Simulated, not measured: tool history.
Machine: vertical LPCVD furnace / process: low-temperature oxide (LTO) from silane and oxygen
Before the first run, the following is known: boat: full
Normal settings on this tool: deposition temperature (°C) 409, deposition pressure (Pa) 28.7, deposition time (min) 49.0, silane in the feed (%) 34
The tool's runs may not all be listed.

run   hour  deposition temperature (°C)  deposition pressure (Pa)  deposition time (min)  silane in the feed (%)  read-back reference wafer on the same gauge, thickness  film thickness on the monitor wafer in the middle of the boat (angstrom)
  1    0.0                          409                      28.7                   49.0                      34                                                  376.18                                                                    3992.6
  2    9.6                          409                      28.7                   49.0                      34                                                  376.08                                                                    4006.6
  3   25.3                          409                      28.7                   49.0                      34                                                  376.07                                                                    4001.9
  4   36.3                          409                      28.7                   49.0                      34                                                  376.29                                                                    3998.1
  5   51.4                          409                      28.7                   40.5                      29                                                  376.13                                                                    2637.4
  6   68.4                          409                      28.7                   42.0                      34                                                  375.81                                                                    3404.9
     100.0  -- thermocouples replaced and temperature profile calibrated
     108.3  -- pressure gauge zeroed
  7  108.8                          409                      28.7                   42.0                      34                                                  375.88                                                                    3637.5
  8  113.9                          409                      28.7                   42.0                      34                                                  376.02                                                                    3645.1
  9  119.0                          409                      28.7                   49.0                      31                                                  375.98                                                                    3750.7
 10  124.1                          409                      28.7                   49.0                      31                                                  376.11                                                                    3746.3
 11  142.9                          409                      28.7                   49.0                      31                                                  376.00                                                                    3730.7
 12  164.4                          409                      28.7                   49.0                      34                                                  376.07                                                                    4244.6
 13  182.6                          409                      28.7                   49.0                      34                                                  376.27                                                                    4236.5
 14  204.0                          409                      28.7                   49.0                      34                                                  375.94                                                                    4249.7
 15  225.1                          409                      28.7                   49.0                      34                                                  376.22                                                                    4238.1
     239.8  -- gauge calibrated
     261.0  -- silane flow controller replaced
 16  261.5                          409                      28.7                   49.0                      34                                                  376.24                                                                    4232.2
 17  266.7                          409                      28.7                   57.0                      31                                                  376.41                                                                    4324.7
 18  271.8                          401                      32.7                   62.0                      31                                                  375.87                                                                    4906.8
 19  276.9                          409                      36.0                   43.5                      34                                                  376.03                                                                    4733.2
 20  282.0                          409                      28.7                   49.0                      34                                                  375.68                                                                    4249.7
 21  287.1                          409                      28.7                   42.5                      34                                                  376.09                                                                    3683.5
 22  301.0                          409                      26.0                   49.0                      34                                                  376.04                                                                    3819.1
 23  322.3                          409                      31.3                   49.0                      40                                                  375.90                                                                    5670.9
 24  340.5                          409                      28.7                   68.0                      34                                                  376.11                                                                    5863.2
 25  351.2                          409                      28.7                   49.0                      34                                                  375.91                                                                    4236.6
 26  359.8                          409                      28.7                   31.5                      34                                                  375.73                                                                    2716.7
 27  371.7                          409                      28.7                   49.0                      34                                                  375.74                                                                    4225.9
 28  380.1                          409                      28.7                   36.0                      34                                                  376.23                                                                    3090.8
 29  401.0                          409                      36.0                   43.0                      40                                                  376.03                                                                    5692.7
 30  413.1                          420                      32.7                   49.0                      40                                                  376.02                                                                    6611.0

For each run, the measured value with the value that run would have given without the tool's hidden condition subtracted. The run-to-run variation is shared by both, the gauge scatter possibly not:
Hidden state present: true tube temperature minus thermocouple reading, K; true pressure minus gauge reading, mTorr; deviation of the silane flow from its setpoint, %; gauge reads high (%).
run  film thickness on the monitor wafer in the middle of the boat (angstrom)
  1                                                                    -258.5
  2                                                                    -260.5
  3                                                                    -261.9
  4                                                                    -263.0
  5                                                                    -174.7
  6                                                                    -227.0
  7                                                                      +1.9
  8                                                                      +1.4
  9                                                                      +1.0
 10                                                                      +0.6
 11                                                                      -1.3
 12                                                                      -3.7
 13                                                                      -5.7
 14                                                                      -8.0
 15                                                                     -10.2
 16                                                                     -14.1
 17                                                                     -15.0
 18                                                                     -15.5
 19                                                                     -14.0
 20                                                                     -16.4
 21                                                                     -14.7
 22                                                                     -18.3
 23                                                                     -25.4
 24                                                                     -31.4
 25                                                                     -23.8
 26                                                                     -15.8
 27                                                                     -25.9
 28                                                                     -19.6
 29                                                                     -31.2
 30                                                                     -41.8

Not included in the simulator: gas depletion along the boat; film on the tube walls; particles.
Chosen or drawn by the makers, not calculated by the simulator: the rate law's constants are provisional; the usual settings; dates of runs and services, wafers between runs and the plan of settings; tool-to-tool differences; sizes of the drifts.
